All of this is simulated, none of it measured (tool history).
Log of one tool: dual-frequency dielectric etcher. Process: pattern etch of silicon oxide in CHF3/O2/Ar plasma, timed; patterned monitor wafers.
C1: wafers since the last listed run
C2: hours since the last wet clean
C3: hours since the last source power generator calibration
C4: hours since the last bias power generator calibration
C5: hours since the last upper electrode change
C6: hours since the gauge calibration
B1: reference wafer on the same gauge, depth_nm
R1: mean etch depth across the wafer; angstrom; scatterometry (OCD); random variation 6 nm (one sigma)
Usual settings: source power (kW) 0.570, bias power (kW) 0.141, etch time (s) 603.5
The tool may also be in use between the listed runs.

Run 1, hour 0.0: usual settings but bias power (kW) 0.158, etch time (s) 525.0; C1 0; C2 178.0; C3 1456.9; C4 918.6; C5 4999.4; C6 514.3; B1 1076.5. Result: R1 9655 angstrom.
Run 2, hour 29.7: usual settings; C1 73; C2 207.7; C3 1486.6; C4 948.3; C5 5029.1; C6 544.0; B1 1081.8. Result: R1 10790 angstrom.
Run 3, hour 64.8: usual settings; C1 86; C2 242.8; C3 1521.7; C4 983.4; C5 5064.2; C6 579.1; B1 1080.2. Result: R1 10857 angstrom.
Run 4, hour 127.4: usual settings but source power (kW) 0.670, etch time (s) 526.0; C1 154; C2 305.4; C3 1584.3; C4 1046.0; C5 5126.8; C6 641.7; B1 1081.2. Result: R1 10117 angstrom.
Run 5, hour 171.4: usual settings; C1 108; C2 349.4; C3 1628.3; C4 1090.0; C5 5170.8; C6 685.7; B1 1080.1. Result: R1 10706 angstrom.
At hour 207.2: wet clean of the chamber.
At hour 208.2: source power generator calibrated.
At hour 224.0: upper electrode replaced.
Run 6, hour 224.5: usual settings; C1 30; C2 17.3; C3 16.3; C4 1143.1; C5 0.5; C6 738.8; B1 1079.8. Result: R1 11201 angstrom.
Run 7, hour 269.4: usual settings; C1 110; C2 62.2; C3 61.2; C4 1188.0; C5 45.4; C6 783.7; B1 1080.5. Result: R1 10962 angstrom.
Run 8, hour 317.4: usual settings; C1 118; C2 110.2; C3 109.2; C4 1236.0; C5 93.4; C6 831.7; B1 1082.3. Result: R1 10964 angstrom.
Run 9, hour 351.8: usual settings; C1 84; C2 144.6; C3 143.6; C4 1270.4; C5 127.8; C6 866.1; B1 1081.5. Result: R1 10906 angstrom.
Run 10, hour 390.7: usual settings but source power (kW) 0.460, bias power (kW) 0.154; C1 95; C2 183.5; C3 182.5; C4 1309.3; C5 166.7; C6 905.0; B1 1079.2. Result: R1 9848 angstrom.
Run 11, hour 428.8: usual settings but source power (kW) 0.470, bias power (kW) 0.169, etch time (s) 714.5; C1 93; C2 221.6; C3 220.6; C4 1347.4; C5 204.8; C6 943.1; B1 1081.4. Result: R1 11872 angstrom.
Run 12, hour 484.3: usual settings but source power (kW) 0.610, bias power (kW) 0.119; C1 136; C2 277.1; C3 276.1; C4 1402.9; C5 260.3; C6 998.6; B1 1079.8. Result: R1 10847 angstrom.
Run 13, hour 546.8: usual settings but source power (kW) 0.640, bias power (kW) 0.124; C1 153; C2 339.6; C3 338.6; C4 1465.4; C5 322.8; C6 1061.1; B1 1080.7. Result: R1 11078 angstrom.
Run 14, hour 571.2: usual settings but source power (kW) 0.610, bias power (kW) 0.155; C1 60; C2 364.0; C3 363.0; C4 1489.8; C5 347.2; C6 1085.5; B1 1082.0. Result: R1 11278 angstrom.
Run 15, hour 607.2: usual settings but source power (kW) 0.520, etch time (s) 516.5; C1 88; C2 400.0; C3 399.0; C4 1525.8; C5 383.2; C6 1121.5; B1 1076.9. Result: R1 8652 angstrom.
At hour 666.7: wet clean of the chamber.
Run 16, hour 670.4: usual settings; C1 96; C2 3.7; C3 462.2; C4 1589.0; C5 446.4; C6 1184.7; B1 1077.6. Result: R1 11086 angstrom.
At hour 727.6: bias power generator calibrated.
Run 17, hour 741.9: usual settings but source power (kW) 0.490, bias power (kW) 0.174; C1 166; C2 75.2; C3 533.7; C4 14.3; C5 517.9; C6 1256.2; B1 1078.0. Result: R1 10520 angstrom.
Run 18, hour 771.8: usual settings but source power (kW) 0.610, bias power (kW) 0.155; C1 73; C2 105.1; C3 563.6; C4 44.2; C5 547.8; C6 1286.1; B1 1081.7. Result: R1 11672 angstrom.
Run 19, hour 797.6: usual settings but bias power (kW) 0.175, etch time (s) 682.5; C1 63; C2 130.9; C3 589.4; C4 70.0; C5 573.6; C6 1311.9; B1 1079.8. Result: R1 12769 angstrom.
At hour 810.1: gauge calibrated.
Run 20, hour 853.0: usual settings but source power (kW) 0.670; C1 136; C2 186.3; C3 644.8; C4 125.4; C5 629.0; C6 42.9; B1 1078.8. Result: R1 11898 angstrom.
Run 21, hour 894.4: usual settings; C1 101; C2 227.7; C3 686.2; C4 166.8; C5 670.4; C6 84.3; B1 1077.3. Result: R1 10948 angstrom.
Run 22, hour 946.9: usual settings but etch time (s) 497.0; C1 129; C2 280.2; C3 738.7; C4 219.3; C5 722.9; C6 136.8; B1 1082.2. Result: R1 8903 angstrom.
Run 23, hour 1010.9: usual settings but source power (kW) 0.530, bias power (kW) 0.175; C1 157; C2 344.2; C3 802.7; C4 283.3; C5 786.9; C6 200.8; B1 1080.1. Result: R1 10648 angstrom.
At hour 1061.1: wet clean of the chamber.
Run 24, hour 1061.6: usual settings but source power (kW) 0.520, bias power (kW) 0.161, etch time (s) 439.5; C1 65; C2 0.5; C3 853.4; C4 334.0; C5 837.6; C6 251.5; B1 1080.0. Result: R1 7842 angstrom.
Run 25, hour 1127.2: usual settings but bias power (kW) 0.168, etch time (s) 477.0; C1 161; C2 66.1; C3 919.0; C4 399.6; C5 903.2; C6 317.1; B1 1080.6. Result: R1 8871 angstrom.
Run 26, hour 1182.7: usual settings; C1 136; C2 121.6; C3 974.5; C4 455.1; C5 958.7; C6 372.6; B1 1080.9. Result: R1 10901 angstrom.
Run 27, hour 1210.0: usual settings but etch time (s) 461.0; C1 67; C2 148.9; C3 1001.8; C4 482.4; C5 986.0; C6 399.9; B1 1082.5. Result: R1 8231 angstrom.
Run 28, hour 1234.8: usual settings; C1 61; C2 173.7; C3 1026.6; C4 507.2; C5 1010.8; C6 424.7; B1 1081.0. Result: R1 10892 angstrom.
Run 29, hour 1270.4: usual settings; C1 87; C2 209.3; C3 1062.2; C4 542.8; C5 1046.4; C6 460.3; B1 1081.7. Result: R1 10833 angstrom.
Run 30, hour 1319.2: usual settings but source power (kW) 0.640; C1 120; C2 258.1; C3 1111.0; C4 591.6; C5 1095.2; C6 509.1; B1 1078.7. Result: R1 11419 angstrom.

Hidden state or all else? Some run-to-run changes of R1, split into what the settings, what came in and random variation would give without the hidden state, and what is left for the hidden state (with any gauge scatter that isn't in both results):
The hidden state here: etch rate over this chamber's usual, %; source power that arrives over what is set, %; bias power that arrives over what is set, %; gauge reads high (%).
Run 5 -> 6: wet clean of the chamber, source power generator calibrated, upper electrode replaced. R1 +495 angstrom: hidden state +386, all else +109.
Run 15 -> 16: source power (kW) 0.520 -> 0.570, etch time (s) 516.5 -> 603.5, wet clean of the chamber. R1 +2434 angstrom: hidden state +399, all else +2035.
Run 23 -> 24: source power (kW) 0.530 -> 0.520, bias power (kW) 0.175 -> 0.161, etch time (s) 603.5 -> 439.5, wet clean of the chamber. R1 -2806 angstrom: hidden state +330, all else -3136.
Run 26 -> 27: etch time (s) 603.5 -> 461.0. R1 -2670 angstrom: hidden state +17, all else -2687.
Run 27 -> 28: etch time (s) 461.0 -> 603.5. R1 +2661 angstrom: hidden state -79, all else +2740.
